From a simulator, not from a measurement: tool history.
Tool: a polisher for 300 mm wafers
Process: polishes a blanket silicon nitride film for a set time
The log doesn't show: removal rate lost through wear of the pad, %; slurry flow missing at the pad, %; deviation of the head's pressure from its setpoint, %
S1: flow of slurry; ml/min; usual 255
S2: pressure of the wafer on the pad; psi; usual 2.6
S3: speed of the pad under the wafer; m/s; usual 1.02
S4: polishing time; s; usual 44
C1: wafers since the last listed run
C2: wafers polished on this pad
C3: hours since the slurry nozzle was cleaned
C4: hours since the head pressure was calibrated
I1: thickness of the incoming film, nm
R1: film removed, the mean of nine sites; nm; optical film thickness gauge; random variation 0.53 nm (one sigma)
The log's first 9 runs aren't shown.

run	hour	S1	S2	S3	S4	C1	C2	C3	C4	I1	R1
10	462	255	2.6	1.02	44	483	565	924.8	752.8	771.2	58.8
# hour 464.5: slurry nozzle cleaned
11	497.3	255	2.6	1.02	44	299	864	32.8	788.1	781.4	58.2
12	534.4	255	2.6	1.02	44	323	1188	69.9	825.2	779.7	58.6
13	579.1	255	2.6	1.02	44	389	1578	114.6	869.9	758.5	58.3
14	616.3	255	2.6	1.28	44	324	1902	151.8	907.1	761.7	70.9
# hour 683.1: head pressure recalibrated
15	683.6	300	2.6	1.02	44	569	2472	219.1	0.5	779.1	57.5
# hour 718: worn pad replaced by a new one
16	746.4	300	2.6	1.02	44	512	247	281.9	63.3	768.5	57.3
17	785.6	255	2.1	1.02	44	341	589	321.1	102.5	769.4	45.4
18	824.6	255	2.6	1.34	44	340	930	360.1	141.5	787	70.2
19	877.9	255	2.6	1.18	44	464	1395	413.4	194.8	754.2	62.7
20	923.8	255	2.6	1.02	44	400	1795	459.3	240.7	775.1	56
21	986.4	255	2.6	0.78	53	546	2341	521.9	303.3	774.8	54.5
# hour 1017.7: worn pad replaced by a new one
22	1057.6	205	3.2	0.66	34	586	348	593.1	374.5	764	37.1
23	1088.2	255	2.6	0.68	44	266	615	623.7	405.1	769.9	40.9
24	1114.8	200	2.6	0.66	44	232	847	650.3	431.7	770.5	39
25	1141.6	255	2.6	1.02	44	233	1080	677.1	458.5	775	56.9
26	1198.9	255	2.6	1.02	44	499	1580	734.4	515.8	781.4	57.2
27	1228.3	255	2.6	0.7	50	256	1837	763.8	545.2	777.9	48.3
28	1271.7	255	2.6	1.02	44	378	2215	807.2	588.6	778.7	56.8
# hour 1321.5: worn pad replaced by a new one
29	1323.8	185	1.8	1.02	56	419	20	859.3	640.7	753	49.4
# hour 1329.2: slurry nozzle cleaned
30	1392.9	340	2.3	1.38	57	594	614	63.7	709.8	764.4	85.5
31	1437.1	290	3.4	0.78	32	385	1000	107.9	754	766.8	44.6
32	1507.7	340	3	0.88	53	615	1616	178.5	824.6	776.4	73.8

Forecast each of these 5 alternatives for the next run:
A	1508.1	255	2.6	1.02	44	3	1619	178.9	825	780.3	?
B	1508.1	255	2.6	1.02	52	3	1619	178.9	825	780.3	?
C	1508.1	255	2.6	1.02	36	3	1619	178.9	825	780.3	?
D	1508.1	255	2.6	1.38	44	3	1619	178.9	825	780.3	?
E	1508.1	255	3.4	0.86	44	3	1619	178.9	825	780.3	?

run	R1
A	58
B	68.5
C	47.5
D	73.9
E	66.2
Without the tool's hidden state the same runs would have given:
run	R1
A	56.3
B	66.5
C	46.1
D	71.7
E	64.2
